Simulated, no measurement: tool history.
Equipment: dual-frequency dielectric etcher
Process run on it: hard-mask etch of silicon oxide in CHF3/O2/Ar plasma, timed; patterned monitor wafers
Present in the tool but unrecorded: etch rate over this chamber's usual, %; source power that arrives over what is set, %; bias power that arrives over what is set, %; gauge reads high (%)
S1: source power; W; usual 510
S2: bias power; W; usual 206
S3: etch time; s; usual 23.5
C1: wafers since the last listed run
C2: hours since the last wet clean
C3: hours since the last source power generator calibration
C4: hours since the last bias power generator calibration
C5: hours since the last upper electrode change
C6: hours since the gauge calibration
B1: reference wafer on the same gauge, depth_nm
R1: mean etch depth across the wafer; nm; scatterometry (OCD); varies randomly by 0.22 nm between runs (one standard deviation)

Run 1, hour 0.0: usual settings but S1 600 W; C1 0; C2 395.9; C3 2019.8; C4 1998.5; C5 3465.7; C6 2084.5; B1 46.75. Result: R1 52.46 nm.
Run 2, hour 47.0: usual settings but S1 600 W; C1 805; C2 442.9; C3 2066.8; C4 2045.5; C5 3512.7; C6 2131.5; B1 46.83. Result: R1 52.40 nm.
Run 3, hour 93.8: usual settings; C1 802; C2 489.7; C3 2113.6; C4 2092.3; C5 3559.5; C6 2178.3; B1 46.84. Result: R1 49.17 nm.
At hour 156.5: wet clean of the chamber.
Run 4, hour 157.0: usual settings; C1 672; C2 0.5; C3 2176.8; C4 2155.5; C5 3622.7; C6 2241.5; B1 46.81. Result: R1 49.02 nm.
At hour 173.3: gauge calibrated.
Run 5, hour 237.0: usual settings; C1 1371; C2 80.5; C3 2256.8; C4 2235.5; C5 3702.7; C6 63.7; B1 46.80. Result: R1 48.76 nm.
Run 6, hour 335.7: usual settings; C1 1692; C2 179.2; C3 2355.5; C4 2334.2; C5 3801.4; C6 162.4; B1 46.79. Result: R1 48.90 nm.
Run 7, hour 379.1: usual settings but S2 231 W; C1 744; C2 222.6; C3 2398.9; C4 2377.6; C5 3844.8; C6 205.8; B1 46.76. Result: R1 50.17 nm.
At hour 411.5: source power generator calibrated.
Run 8, hour 445.4: usual settings; C1 1068; C2 288.9; C3 33.9; C4 2443.9; C5 3911.1; C6 272.1; B1 46.78. Result: R1 48.25 nm.
Run 9, hour 547.3: usual settings but S2 167 W; C1 1747; C2 390.8; C3 135.8; C4 2545.8; C5 4013.0; C6 374.0; B1 46.81. Result: R1 45.91 nm.
Run 10, hour 644.0: usual settings but S2 183 W, S3 16.5 s; C1 1658; C2 487.5; C3 232.5; C4 2642.5; C5 4109.7; C6 470.7; B1 46.81. Result: R1 32.97 nm.
At hour 685.9: upper electrode replaced.
Run 11, hour 721.9: usual settings but S3 21.0 s; C1 924; C2 565.4; C3 310.4; C4 2720.4; C5 36.0; C6 548.6; B1 46.84. Result: R1 42.83 nm.
At hour 759.2: wet clean of the chamber.
At hour 790.8: source power generator calibrated, repeated, since the last time left the tool worse.
Run 12, hour 827.8: usual settings but S1 440 W, S2 237 W, S3 17.0 s; C1 1335; C2 68.6; C3 37.0; C4 2826.3; C5 141.9; C6 654.5; B1 46.76. Result: R1 34.39 nm.
Run 13, hour 892.1: usual settings but S3 19.0 s; C1 1102; C2 132.9; C3 101.3; C4 2890.6; C5 206.2; C6 718.8; B1 46.77. Result: R1 40.03 nm.
Run 14, hour 944.0: usual settings but S1 570 W; C1 889; C2 184.8; C3 153.2; C4 2942.5; C5 258.1; C6 770.7; B1 46.79. Result: R1 52.59 nm.
Run 15, hour 1033.1: usual settings but S2 174 W; C1 1527; C2 273.9; C3 242.3; C4 3031.6; C5 347.2; C6 859.8; B1 46.79. Result: R1 47.49 nm.
At hour 1040.5: bias power generator calibrated.
Run 16, hour 1118.0: usual settings; C1 1387; C2 358.8; C3 327.2; C4 77.5; C5 432.1; C6 944.7; B1 46.81. Result: R1 49.60 nm.
Run 17, hour 1214.1: usual settings but S1 550 W, S2 223 W, S3 27.5 s; C1 1647; C2 454.9; C3 423.3; C4 173.6; C5 528.2; C6 1040.8; B1 46.82. Result: R1 60.97 nm.
Run 18, hour 1319.9: usual settings; C1 1814; C2 560.7; C3 529.1; C4 279.4; C5 634.0; C6 1146.6; B1 46.77. Result: R1 49.07 nm.
Run 19, hour 1387.2: usual settings but S1 570 W, S2 230 W, S3 21.5 s; C1 1153; C2 628.0; C3 596.4; C4 346.7; C5 701.3; C6 1213.9; B1 46.77. Result: R1 49.18 nm.
At hour 1432.4: wet clean of the chamber.
Run 20, hour 1464.8: usual settings; C1 919; C2 32.4; C3 674.0; C4 424.3; C5 778.9; C6 1291.5; B1 46.82. Result: R1 49.01 nm.
Run 21, hour 1572.2: usual settings but S1 560 W, S2 185 W, S3 18.5 s; C1 1841; C2 139.8; C3 781.4; C4 531.7; C5 886.3; C6 1398.9; B1 46.80. Result: R1 39.42 nm.
Run 22, hour 1658.4: usual settings but S1 610 W, S2 253 W, S3 25.5 s; C1 1477; C2 226.0; C3 867.6; C4 617.9; C5 972.5; C6 1485.1; B1 46.81. Result: R1 61.52 nm.
Run 23, hour 1713.8: usual settings; C1 949; C2 281.4; C3 923.0; C4 673.3; C5 1027.9; C6 1540.5; B1 46.80. Result: R1 49.16 nm.
Run 24, hour 1788.8: usual settings but S1 600 W, S2 173 W, S3 29.0 s; C1 1285; C2 356.4; C3 998.0; C4 748.3; C5 1102.9; C6 1615.5; B1 46.84. Result: R1 62.51 nm.
Run 25, hour 1837.8: usual settings but S1 620 W; C1 840; C2 405.4; C3 1047.0; C4 797.3; C5 1151.9; C6 1664.5; B1 46.80. Result: R1 53.52 nm.
At hour 1888.2: gauge calibrated.
Run 26, hour 1905.9: usual settings; C1 1167; C2 473.5; C3 1115.1; C4 865.4; C5 1220.0; C6 17.7; B1 46.83. Result: R1 48.56 nm.
Run 27, hour 1983.3: usual settings but S2 168 W; C1 1327; C2 550.9; C3 1192.5; C4 942.8; C5 1297.4; C6 95.1; B1 46.80. Result: R1 46.37 nm.
Run 28, hour 2024.7: usual settings; C1 709; C2 592.3; C3 1233.9; C4 984.2; C5 1338.8; C6 136.5; B1 46.80. Result: R1 48.45 nm.

Each run again, without the hidden state but with its own random variation kept:
run     R1
  1  53.30
  2  53.25
  3  49.97
  4  49.83
  5  49.57
  6  49.72
  7  51.01
  8  49.61
  9  47.30
 10  34.03
 11  44.26
 12  34.46
 13  40.17
 14  52.81
 15  47.77
 16  49.95
 17  61.48
 18  49.55
 19  49.69
 20  49.57
 21  39.92
 22  62.32
 23  49.84
 24  63.41
 25  54.31
 26  49.29
 27  47.09
 28  49.21
